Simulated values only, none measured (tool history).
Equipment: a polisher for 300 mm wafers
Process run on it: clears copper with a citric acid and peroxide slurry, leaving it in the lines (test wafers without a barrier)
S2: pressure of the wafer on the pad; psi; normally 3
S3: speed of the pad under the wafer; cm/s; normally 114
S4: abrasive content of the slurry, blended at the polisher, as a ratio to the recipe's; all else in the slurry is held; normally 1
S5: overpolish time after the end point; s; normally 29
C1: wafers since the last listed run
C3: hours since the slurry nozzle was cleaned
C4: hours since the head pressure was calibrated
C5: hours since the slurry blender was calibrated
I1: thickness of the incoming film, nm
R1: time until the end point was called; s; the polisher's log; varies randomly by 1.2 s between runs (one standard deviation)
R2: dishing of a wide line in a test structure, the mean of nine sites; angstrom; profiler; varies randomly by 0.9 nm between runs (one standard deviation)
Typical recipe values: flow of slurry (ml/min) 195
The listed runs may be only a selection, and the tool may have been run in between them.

{"run": 1, "hour": 0.0, "flow of slurry (ml/min)": 195, "S2": 3, "S3": 138, "S4": 1, "S5": 29, "C1": 0, "wafers polished on this pad": 38, "C3": 438.8, "C4": 1074.1, "C5": 285.8, "I1": 321.1, "R1": 97.1, "R2": 573}
{"run": 2, "hour": 17.2, "flow of slurry (ml/min)": 195, "S2": 3, "S3": 114, "S4": 1, "S5": 29, "C1": 121, "wafers polished on this pad": 160, "C3": 456, "C4": 1091.3, "C5": 303, "I1": 322.2, "R1": 117.8, "R2": 500}
{"run": 3, "hour": 25.3, "flow of slurry (ml/min)": 195, "S2": 3, "S3": 114, "S4": 1, "S5": 29, "C1": 57, "wafers polished on this pad": 217, "C3": 464.1, "C4": 1099.4, "C5": 311.1, "I1": 323, "R1": 117.6, "R2": 507}
{"run": 4, "hour": 37.9, "flow of slurry (ml/min)": 195, "S2": 3, "S3": 114, "S4": 1, "S5": 29, "C1": 89, "wafers polished on this pad": 306, "C3": 476.7, "C4": 1112, "C5": 323.7, "I1": 330.8, "R1": 119.8, "R2": 509}
{"run": 5, "hour": 48.3, "flow of slurry (ml/min)": 195, "S2": 3, "S3": 114, "S4": 1, "S5": 29, "C1": 73, "wafers polished on this pad": 380, "C3": 487.1, "C4": 1122.4, "C5": 334.1, "I1": 331, "R1": 119.8, "R2": 504}
{"run": 6, "hour": 57.4, "flow of slurry (ml/min)": 195, "S2": 3, "S3": 114, "S4": 1, "S5": 29, "C1": 64, "wafers polished on this pad": 444, "C3": 496.2, "C4": 1131.5, "C5": 343.2, "I1": 320.7, "R1": 118.1, "R2": 518}
{"hour": 73.4, "done": "worn pad replaced by a new one"}
{"run": 7, "hour": 74.9, "flow of slurry (ml/min)": 195, "S2": 3, "S3": 114, "S4": 1, "S5": 29, "C1": 95, "wafers polished on this pad": 10, "C3": 513.7, "C4": 1149, "C5": 360.7, "I1": 323.7, "R1": 117.5, "R2": 493}
{"run": 8, "hour": 89.3, "flow of slurry (ml/min)": 195, "S2": 3, "S3": 114, "S4": 1, "S5": 29, "C1": 101, "wafers polished on this pad": 112, "C3": 528.1, "C4": 1163.4, "C5": 375.1, "I1": 328, "R1": 120.6, "R2": 486}
{"hour": 99.5, "done": "slurry blender recalibrated"}
{"run": 9, "hour": 100.5, "flow of slurry (ml/min)": 195, "S2": 3, "S3": 114, "S4": 1, "S5": 35, "C1": 65, "wafers polished on this pad": 177, "C3": 539.3, "C4": 1174.6, "C5": 1, "I1": 319.5, "R1": 117.1, "R2": 591}
{"hour": 105.8, "done": "head pressure recalibrated"}
{"run": 10, "hour": 142.2, "flow of slurry (ml/min)": 195, "S2": 3, "S3": 114, "S4": 1, "S5": 35, "C1": 280, "wafers polished on this pad": 458, "C3": 581, "C4": 36.4, "C5": 42.7, "I1": 320, "R1": 117.5, "R2": 603}
{"hour": 150.9, "done": "worn pad replaced by a new one"}
{"run": 11, "hour": 154.7, "flow of slurry (ml/min)": 195, "S2": 3, "S3": 114, "S4": 1, "S5": 35, "C1": 60, "wafers polished on this pad": 26, "C3": 593.5, "C4": 48.9, "C5": 55.2, "I1": 324.9, "R1": 118.9, "R2": 575}
{"run": 12, "hour": 165.1, "flow of slurry (ml/min)": 165, "S2": 3, "S3": 138, "S4": 1, "S5": 29, "C1": 73, "wafers polished on this pad": 100, "C3": 603.9, "C4": 59.3, "C5": 65.6, "I1": 325.7, "R1": 98.5, "R2": 582}
{"run": 13, "hour": 178.4, "flow of slurry (ml/min)": 160, "S2": 3, "S3": 74, "S4": 1.3, "S5": 39, "C1": 94, "wafers polished on this pad": 194, "C3": 617.2, "C4": 72.6, "C5": 78.9, "I1": 327.8, "R1": 171.5, "R2": 469}
{"run": 14, "hour": 195.3, "flow of slurry (ml/min)": 165, "S2": 3, "S3": 138, "S4": 1, "S5": 29, "C1": 119, "wafers polished on this pad": 313, "C3": 634.1, "C4": 89.5, "C5": 95.8, "I1": 323.6, "R1": 99, "R2": 586}
{"run": 15, "hour": 208.6, "flow of slurry (ml/min)": 195, "S2": 3.9, "S3": 126, "S4": 1, "S5": 29, "C1": 94, "wafers polished on this pad": 407, "C3": 647.4, "C4": 102.8, "C5": 109.1, "I1": 329, "R1": 84.6, "R2": 662}
{"hour": 210.4, "done": "slurry nozzle cleaned"}
{"run": 16, "hour": 216.5, "flow of slurry (ml/min)": 195, "S2": 3, "S3": 100, "S4": 1, "S5": 29, "C1": 48, "wafers polished on this pad": 456, "C3": 6.1, "C4": 110.7, "C5": 117, "I1": 328.8, "R1": 136.4, "R2": 463}
{"run": 17, "hour": 228.5, "flow of slurry (ml/min)": 170, "S2": 3, "S3": 134, "S4": 0.9, "S5": 29, "C1": 84, "wafers polished on this pad": 541, "C3": 18.1, "C4": 122.7, "C5": 129, "I1": 323.3, "R1": 105.9, "R2": 533}
{"hour": 241.4, "done": "worn pad replaced by a new one"}
{"run": 18, "hour": 261.6, "flow of slurry (ml/min)": 240, "S2": 3.8, "S3": 94, "S4": 1, "S5": 22, "C1": 205, "wafers polished on this pad": 142, "C3": 51.2, "C4": 155.8, "C5": 162.1, "I1": 330.4, "R1": 111.1, "R2": 421}
{"run": 19, "hour": 272.8, "flow of slurry (ml/min)": 195, "S2": 3, "S3": 114, "S4": 1, "S5": 29, "C1": 79, "wafers polished on this pad": 221, "C3": 62.4, "C4": 167, "C5": 173.3, "I1": 331.3, "R1": 120.5, "R2": 514}
{"run": 20, "hour": 283.7, "flow of slurry (ml/min)": 195, "S2": 3, "S3": 138, "S4": 1, "S5": 29, "C1": 77, "wafers polished on this pad": 298, "C3": 73.3, "C4": 177.9, "C5": 184.2, "I1": 327.3, "R1": 97.8, "R2": 586}
{"run": 21, "hour": 294.4, "flow of slurry (ml/min)": 195, "S2": 3.4, "S3": 114, "S4": 0.75, "S5": 29, "C1": 75, "wafers polished on this pad": 374, "C3": 84, "C4": 188.6, "C5": 194.9, "I1": 324.6, "R1": 115.8, "R2": 534}
{"run": 22, "hour": 303.3, "flow of slurry (ml/min)": 175, "S2": 2.7, "S3": 80, "S4": 1, "S5": 37, "C1": 62, "wafers polished on this pad": 437, "C3": 92.9, "C4": 197.5, "C5": 203.8, "I1": 325.2, "R1": 185.2, "R2": 426}
{"hour": 309.9, "done": "worn pad replaced by a new one"}
{"run": 23, "hour": 312.6, "flow of slurry (ml/min)": 195, "S2": 3.7, "S3": 130, "S4": 1.15, "S5": 29, "C1": 37, "wafers polished on this pad": 18, "C3": 102.2, "C4": 206.8, "C5": 213.1, "I1": 322.4, "R1": 78.2, "R2": 666}
{"run": 24, "hour": 320.1, "flow of slurry (ml/min)": 230, "S2": 3, "S3": 114, "S4": 1, "S5": 29, "C1": 53, "wafers polished on this pad": 71, "C3": 109.7, "C4": 214.3, "C5": 220.6, "I1": 329.7, "R1": 117, "R2": 492}
{"run": 25, "hour": 336.3, "flow of slurry (ml/min)": 195, "S2": 3, "S3": 114, "S4": 1, "S5": 23, "C1": 114, "wafers polished on this pad": 186, "C3": 125.9, "C4": 230.5, "C5": 236.8, "I1": 322.8, "R1": 118.4, "R2": 420}
{"run": 26, "hour": 348.5, "flow of slurry (ml/min)": 195, "S2": 3, "S3": 114, "S4": 1, "S5": 29, "C1": 86, "wafers polished on this pad": 272, "C3": 138.1, "C4": 242.7, "C5": 249, "I1": 326.9, "R1": 119.3, "R2": 492}
{"run": 27, "hour": 362.3, "flow of slurry (ml/min)": 195, "S2": 3, "S3": 114, "S4": 1.1, "S5": 29, "C1": 97, "wafers polished on this pad": 370, "C3": 151.9, "C4": 256.5, "C5": 262.8, "I1": 323, "R1": 111.5, "R2": 500}

State the hidden condition of the tool at each of the runs:
removal rate lost through wear of the pad, %: 0 in every run
slurry flow missing at the pad, %: 0 in every run
deviation of the head's pressure from its setpoint, %: 0 in every run
abrasive missing from the slurry, %: 0 in every run
